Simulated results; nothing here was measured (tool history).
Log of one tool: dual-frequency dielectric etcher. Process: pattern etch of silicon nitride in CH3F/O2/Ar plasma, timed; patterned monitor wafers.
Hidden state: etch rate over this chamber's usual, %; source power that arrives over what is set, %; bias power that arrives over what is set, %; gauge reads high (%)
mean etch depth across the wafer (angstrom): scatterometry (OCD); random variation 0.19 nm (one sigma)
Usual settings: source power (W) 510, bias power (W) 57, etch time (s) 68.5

run,hour,source power (W),bias power (W),etch time (s),wafers since the last listed run,hours since the last wet clean,hours since the last source power generator calibration,hours since the last bias power generator calibration,hours since the last upper electrode change,hours since the gauge calibration,"read-back reference wafer on the same gauge, depth_nm",mean etch depth across the wafer (angstrom)
1,0,510,57,68.5,0,162.5,2477.4,1931.6,1917.9,196.7,55.07,522.6
2,49,510,57,68.5,604,211.5,2526.4,1980.6,1966.9,245.7,54.96,515.2
3,75.9,510,57,68.5,331,238.4,2553.3,2007.5,1993.8,272.6,54.93,514.2
4,96.3,510,57,68.5,251,258.8,2573.7,2027.9,2014.2,293,54.91,518.8
5,131.6,510,57,68.5,435,294.1,2609,2063.2,2049.5,328.3,54.99,520.9
6,150.7,510,57,68.5,235,313.2,2628.1,2082.3,2068.6,347.4,54.87,516
7,177.8,460,57,68.5,334,340.3,2655.2,2109.4,2095.7,374.5,54.83,490.3
# hour 220.7: wet clean of the chamber
8,221.2,460,57,68.5,239,0.5,2698.6,2152.8,2139.1,417.9,54.83,486.5
# hour 254.1: upper electrode replaced
9,254.6,460,57,68.5,115,33.9,2732,2186.2,0.5,451.3,54.8,487.1
# hour 264.9: bias power generator calibrated
10,265.4,510,57,68.5,83,44.7,2742.8,0.5,11.3,462.1,54.73,516.9
11,295.2,510,61,74.5,367,74.5,2772.6,30.3,41.1,491.9,54.85,571.5
12,307.4,510,57,68.5,150,86.7,2784.8,42.5,53.3,504.1,54.83,516.7
# hour 318.1: gauge calibrated
# hour 324.5: source power generator calibrated
13,329,560,63,58,217,108.3,4.5,64.1,74.9,10.9,55.97,478.7
14,344.7,510,57,68.5,193,124,20.2,79.8,90.6,26.6,55.79,528.9
15,372,510,50,81,336,151.3,47.5,107.1,117.9,53.9,55.74,605.4
16,394.9,580,69,59.5,282,174.2,70.4,130,140.8,76.8,55.49,507.3
17,413.1,510,62,68.5,224,192.4,88.6,148.2,159,95,55.49,531.7
18,442,470,66,61,356,221.3,117.5,177.1,187.9,123.9,55.46,462.1
19,547,610,57,81.5,1294,326.3,222.5,282.1,292.9,228.9,55.16,677.3
20,574.9,510,69,84,344,354.2,250.4,310,320.8,256.8,55.18,668.6
21,600.4,630,44,58.5,314,379.7,275.9,335.5,346.3,282.3,55.11,468.9

3 ways to go on from here, each from the tool as it stands after run 21. What would each give?
A,600.8,470,57,68.5,4,380.1,276.3,335.9,346.7,282.7,?,?
B,600.8,630,65,49,4,380.1,276.3,335.9,346.7,282.7,?,?
C,600.8,460,51,81,4,380.1,276.3,335.9,346.7,282.7,?,?

run,"read-back reference wafer on the same gauge, depth_nm",mean etch depth across the wafer (angstrom)
A,55.11,497.8
B,55.11,428.8
C,55.11,566.6
Without the tool's hidden state the same runs would have given:
run,mean etch depth across the wafer (angstrom)
A,505.3
B,435.3
C,575.1

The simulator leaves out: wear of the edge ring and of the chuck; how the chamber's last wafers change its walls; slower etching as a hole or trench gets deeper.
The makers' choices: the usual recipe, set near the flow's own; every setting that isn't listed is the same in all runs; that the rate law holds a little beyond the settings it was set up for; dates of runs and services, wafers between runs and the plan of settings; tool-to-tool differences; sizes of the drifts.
